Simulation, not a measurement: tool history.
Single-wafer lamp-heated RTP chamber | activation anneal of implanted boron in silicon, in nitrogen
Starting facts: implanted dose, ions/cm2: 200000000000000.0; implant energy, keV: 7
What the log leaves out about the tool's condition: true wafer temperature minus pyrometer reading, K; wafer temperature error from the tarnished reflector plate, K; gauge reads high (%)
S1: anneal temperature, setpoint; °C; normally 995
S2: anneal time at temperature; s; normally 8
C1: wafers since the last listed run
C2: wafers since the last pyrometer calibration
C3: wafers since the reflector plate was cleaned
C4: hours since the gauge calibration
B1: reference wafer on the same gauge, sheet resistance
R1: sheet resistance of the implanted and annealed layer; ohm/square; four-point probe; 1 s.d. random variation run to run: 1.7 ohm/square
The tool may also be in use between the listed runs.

Run 1, hour 0.0: usual settings but S2 6 s; C1 0; C2 3598; C3 517; C4 531.9; B1 470.59. Result: R1 482.99 ohm/square.
Run 2, hour 16.6: usual settings but S2 6 s; C1 355; C2 3954; C3 872; C4 548.5; B1 471.59. Result: R1 483.28 ohm/square.
Run 3, hour 41.3: usual settings but S2 6 s; C1 529; C2 4483; C3 1402; C4 573.2; B1 471.04. Result: R1 484.95 ohm/square.
Run 4, hour 73.3: usual settings but S1 1012 °C; C1 685; C2 5169; C3 2087; C4 605.2; B1 471.22. Result: R1 478.15 ohm/square.
Run 5, hour 99.6: usual settings but S1 1012 °C; C1 563; C2 5732; C3 2651; C4 631.5; B1 470.57. Result: R1 476.90 ohm/square.
Run 6, hour 129.4: usual settings; C1 638; C2 6371; C3 3289; C4 661.3; B1 471.19. Result: R1 479.77 ohm/square.
Run 7, hour 158.3: usual settings; C1 619; C2 6990; C3 3908; C4 690.2; B1 470.35. Result: R1 478.07 ohm/square.
Run 8, hour 181.2: usual settings; C1 490; C2 7481; C3 4399; C4 713.1; B1 471.07. Result: R1 482.64 ohm/square.
Run 9, hour 212.1: usual settings; C1 662; C2 8143; C3 5061; C4 744.0; B1 470.31. Result: R1 481.00 ohm/square.
At hour 224.0: pyrometer window cleaned and pyrometer calibrated.
Run 10, hour 224.5: usual settings; C1 94; C2 10; C3 5155; C4 756.4; B1 470.81. Result: R1 481.43 ohm/square.
Run 11, hour 251.9: usual settings; C1 587; C2 597; C3 5742; C4 783.8; B1 471.76. Result: R1 480.50 ohm/square.
Run 12, hour 277.5: usual settings; C1 548; C2 1146; C3 6291; C4 809.4; B1 470.96. Result: R1 482.15 ohm/square.
Run 13, hour 301.7: usual settings; C1 518; C2 1664; C3 6809; C4 833.6; B1 470.38. Result: R1 484.09 ohm/square.
Run 14, hour 335.5: usual settings; C1 724; C2 2389; C3 7533; C4 867.4; B1 471.34. Result: R1 482.76 ohm/square.
Run 15, hour 367.6: usual settings but S1 976 °C, S2 3 s; C1 687; C2 3076; C3 8221; C4 899.5; B1 471.63. Result: R1 496.73 ohm/square.
Run 16, hour 383.9: usual settings but S1 1013 °C, S2 4 s; C1 349; C2 3425; C3 8570; C4 915.8; B1 470.66. Result: R1 479.39 ohm/square.
Run 17, hour 413.0: usual settings but S1 973 °C, S2 7 s; C1 623; C2 4049; C3 9194; C4 944.9; B1 471.84. Result: R1 491.83 ohm/square.
At hour 453.4: reflector plate cleaned.
Run 18, hour 453.9: usual settings but S1 1024 °C, S2 11 s; C1 704; C2 4754; C3 9; C4 985.8; B1 471.47. Result: R1 472.88 ohm/square.
Run 19, hour 474.2: usual settings but S1 966 °C, S2 12 s; C1 434; C2 5189; C3 444; C4 1006.1; B1 471.22. Result: R1 496.48 ohm/square.
Run 20, hour 504.4: usual settings but S1 968 °C, S2 5 s; C1 647; C2 5836; C3 1091; C4 1036.3; B1 471.68. Result: R1 498.92 ohm/square.
At hour 506.2: gauge calibrated.
Run 21, hour 524.5: usual settings but S1 983 °C, S2 10 s; C1 430; C2 6266; C3 1522; C4 18.3; B1 469.93. Result: R1 482.45 ohm/square.
Run 22, hour 537.3: usual settings; C1 274; C2 6541; C3 1796; C4 31.1; B1 470.86. Result: R1 482.66 ohm/square.
Run 23, hour 573.3: usual settings but S1 984 °C, S2 10 s; C1 771; C2 7312; C3 2567; C4 67.1; B1 471.19. Result: R1 487.55 ohm/square.
Run 24, hour 595.9: usual settings but S2 4 s; C1 484; C2 7796; C3 3052; C4 89.7; B1 470.79. Result: R1 485.02 ohm/square.
Run 25, hour 615.0: usual settings but S1 968 °C; C1 409; C2 8205; C3 3461; C4 108.8; B1 471.90. Result: R1 498.72 ohm/square.
At hour 651.5: pyrometer window cleaned and pyrometer calibrated.
Run 26, hour 680.0: usual settings but S1 1003 °C, S2 11 s; C1 1221; C2 610; C3 4682; C4 173.8; B1 471.13. Result: R1 478.98 ohm/square.
Run 27, hour 780.2: usual settings but S1 1004 °C; C1 2146; C2 2757; C3 6829; C4 274.0; B1 471.72. Result: R1 481.03 ohm/square.
Run 28, hour 801.1: usual settings but S1 1019 °C, S2 7 s; C1 447; C2 3205; C3 7277; C4 294.9; B1 470.83. Result: R1 480.08 ohm/square.
Run 29, hour 822.2: usual settings but S1 970 °C, S2 10 s; C1 452; C2 3657; C3 7729; C4 316.0; B1 471.05. Result: R1 493.10 ohm/square.
Run 30, hour 856.6: usual settings but S2 5 s; C1 737; C2 4394; C3 8466; C4 350.4; B1 471.07. Result: R1 484.33 ohm/square.
Run 31, hour 884.3: usual settings; C1 593; C2 4987; C3 9059; C4 378.1; B1 471.11. Result: R1 480.96 ohm/square.
Run 32, hour 907.5: usual settings but S1 968 °C; C1 497; C2 5485; C3 9556; C4 401.3; B1 470.66. Result: R1 496.60 ohm/square.
At hour 942.8: reflector plate cleaned.
Run 33, hour 943.3: usual settings but S1 986 °C, S2 11 s; C1 595; C2 6080; C3 10; C4 437.1; B1 470.57. Result: R1 483.50 ohm/square.
Run 34, hour 954.4: usual settings but S1 1006 °C, S2 5 s; C1 237; C2 6318; C3 248; C4 448.2; B1 470.95. Result: R1 479.33 ohm/square.
Run 35, hour 985.9: usual settings but S2 12 s; C1 674; C2 6993; C3 923; C4 479.7; B1 471.57. Result: R1 481.58 ohm/square.
At hour 996.2: pyrometer window cleaned and pyrometer calibrated.
Run 36, hour 1018.2: usual settings; C1 520; C2 472; C3 1443; C4 512.0; B1 471.05. Result: R1 483.24 ohm/square.

For each run, what was the tool's unlogged condition?
true wafer temperature minus pyrometer reading, K: 0 on each run
wafer temperature error from the tarnished reflector plate, K: 0 on each run
gauge reads high (%): 0 on each run
